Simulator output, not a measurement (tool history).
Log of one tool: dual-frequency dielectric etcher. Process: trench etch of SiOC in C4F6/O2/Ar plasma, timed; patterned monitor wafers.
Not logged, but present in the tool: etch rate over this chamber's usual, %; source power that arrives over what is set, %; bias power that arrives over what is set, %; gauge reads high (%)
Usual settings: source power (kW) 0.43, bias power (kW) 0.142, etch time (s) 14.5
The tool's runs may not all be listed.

| run | hour | source power (kW) | bias power (kW) | etch time (s) | wafers since the last listed run | hours since the last wet clean | hours since the last source power generator calibration | hours since the last bias power generator calibration | hours since the last upper electrode change | hours since the gauge calibration | read-back reference wafer on the same gauge, depth_nm | mean etch depth across the wafer (Å) |
|---|---|---|---|---|---|---|---|---|---|---|---|---|
| 1 | 0 | 0.49 | 0.142 | 14.5 | 0 | 229.1 | 3401.3 | 3896 | 3783.9 | 283.3 | 27.01 | 316.7 |
| 2 | 33.1 | 0.49 | 0.142 | 14.5 | 732 | 262.2 | 3434.4 | 3929.1 | 3817 | 316.4 | 27.05 | 318.7 |
|  | 72.7 | wet clean of the chamber |
| 3 | 73.2 | 0.43 | 0.142 | 14.5 | 356 | 0.5 | 3474.5 | 3969.2 | 3857.1 | 356.5 | 26.98 | 292.7 |
| 4 | 75.5 | 0.43 | 0.142 | 14.5 | 50 | 2.8 | 3476.8 | 3971.5 | 3859.4 | 358.8 | 27.01 | 289.9 |
| 5 | 90.6 | 0.43 | 0.142 | 14.5 | 334 | 17.9 | 3491.9 | 3986.6 | 3874.5 | 373.9 | 26.95 | 291.7 |
|  | 119.4 | upper electrode replaced |
| 6 | 125.6 | 0.43 | 0.142 | 14.5 | 243 | 52.9 | 3526.9 | 4021.6 | 6.2 | 408.9 | 27.02 | 290.8 |
| 7 | 158.3 | 0.43 | 0.142 | 14.5 | 723 | 85.6 | 3559.6 | 4054.3 | 38.9 | 441.6 | 26.98 | 290.1 |
| 8 | 188.7 | 0.43 | 0.142 | 14.5 | 672 | 116 | 3590 | 4084.7 | 69.3 | 472 | 27 | 292.8 |
| 9 | 210.2 | 0.43 | 0.142 | 14.5 | 475 | 137.5 | 3611.5 | 4106.2 | 90.8 | 493.5 | 27.01 | 293 |
| 10 | 222.6 | 0.43 | 0.134 | 16.5 | 274 | 149.9 | 3623.9 | 4118.6 | 103.2 | 505.9 | 26.99 | 328.9 |
| 11 | 251.1 | 0.43 | 0.142 | 14.5 | 630 | 178.4 | 3652.4 | 4147.1 | 131.7 | 534.4 | 27.02 | 294.9 |
| 12 | 273.3 | 0.49 | 0.12 | 14.5 | 491 | 200.6 | 3674.6 | 4169.3 | 153.9 | 556.6 | 27 | 306.7 |
| 13 | 287.2 | 0.35 | 0.142 | 11.5 | 307 | 214.5 | 3688.5 | 4183.2 | 167.8 | 570.5 | 26.95 | 207.2 |
|  | 300.1 | bias power generator calibrated |
| 14 | 307.6 | 0.4 | 0.176 | 13 | 363 | 234.9 | 3708.9 | 7.5 | 188.2 | 590.9 | 27.07 | 271.2 |
| 15 | 328.7 | 0.36 | 0.176 | 10.5 | 467 | 256 | 3730 | 28.6 | 209.3 | 612 | 27 | 206 |
|  | 339.5 | source power generator calibrated |
| 16 | 363.8 | 0.43 | 0.142 | 14.5 | 688 | 291.1 | 24.3 | 63.7 | 244.4 | 647.1 | 27.05 | 298 |
|  | 381.1 | gauge calibrated |
| 17 | 398.9 | 0.38 | 0.109 | 18 | 777 | 326.2 | 59.4 | 98.8 | 279.5 | 17.8 | 26.96 | 323.8 |
|  | 444.5 | wet clean of the chamber |
| 18 | 445 | 0.37 | 0.173 | 17 | 489 | 0.5 | 105.5 | 144.9 | 325.6 | 63.9 | 26.93 | 332.2 |
| 19 | 463.4 | 0.52 | 0.142 | 12 | 407 | 18.9 | 123.9 | 163.3 | 344 | 82.3 | 27.01 | 268.2 |
| 20 | 490.4 | 0.43 | 0.142 | 14.5 | 597 | 45.9 | 150.9 | 190.3 | 371 | 109.3 | 26.98 | 292.9 |
| 21 | 505.7 | 0.43 | 0.142 | 14.5 | 338 | 61.2 | 166.2 | 205.6 | 386.3 | 124.6 | 26.97 | 292.6 |
| 22 | 531.1 | 0.39 | 0.142 | 10.5 | 562 | 86.6 | 191.6 | 231 | 411.7 | 150 | 27 | 200.5 |
| 23 | 557.7 | 0.4 | 0.142 | 11.5 | 588 | 113.2 | 218.2 | 257.6 | 438.3 | 176.6 | 27.01 | 223.1 |
| 24 | 592.5 | 0.51 | 0.114 | 10.5 | 770 | 148 | 253 | 292.4 | 473.1 | 211.4 | 27.02 | 222.9 |
| 25 | 611.8 | 0.36 | 0.119 | 12 | 427 | 167.3 | 272.3 | 311.7 | 492.4 | 230.7 | 27.01 | 213.2 |
| 26 | 640.9 | 0.43 | 0.142 | 14.5 | 644 | 196.4 | 301.4 | 340.8 | 521.5 | 259.8 | 27.02 | 292.3 |
| 27 | 671.9 | 0.43 | 0.171 | 14.5 | 686 | 227.4 | 332.4 | 371.8 | 552.5 | 290.8 | 27.02 | 311.6 |
| 28 | 685.9 | 0.43 | 0.134 | 16.5 | 309 | 241.4 | 346.4 | 385.8 | 566.5 | 304.8 | 26.96 | 333.1 |
| 29 | 715.6 | 0.43 | 0.142 | 14.5 | 657 | 271.1 | 376.1 | 415.5 | 596.2 | 334.5 | 27.02 | 299.1 |
| 30 | 728.8 | 0.49 | 0.122 | 11 | 292 | 284.3 | 389.3 | 428.7 | 609.4 | 347.7 | 27.01 | 236.4 |
| 31 | 754 | 0.32 | 0.124 | 15.5 | 557 | 309.5 | 414.5 | 453.9 | 634.6 | 372.9 | 27 | 261.7 |

Each row is a separate what-if for the run after 31, all from the same tool condition, not one after another. Results?
| A | 754.4 | 0.43 | 0.142 | 14.5 | 8 | 309.9 | 414.9 | 454.3 | 635 | 373.3 | ? | ? |
| B | 754.4 | 0.34 | 0.171 | 11.5 | 8 | 309.9 | 414.9 | 454.3 | 635 | 373.3 | ? | ? |
| C | 754.4 | 0.39 | 0.175 | 13.5 | 8 | 309.9 | 414.9 | 454.3 | 635 | 373.3 | ? | ? |

| run | read-back reference wafer on the same gauge, depth_nm | mean etch depth across the wafer (Å) |
|---|---|---|
| A | 26.99 | 297.3 |
| B | 26.99 | 215.6 |
| C | 26.99 | 276.3 |
Stripped of hidden state, with their random variation kept, the same runs would have yielded:
| run | mean etch depth across the wafer (Å) |
|---|---|
| A | 288.8 |
| B | 209.4 |
| C | 268.4 |
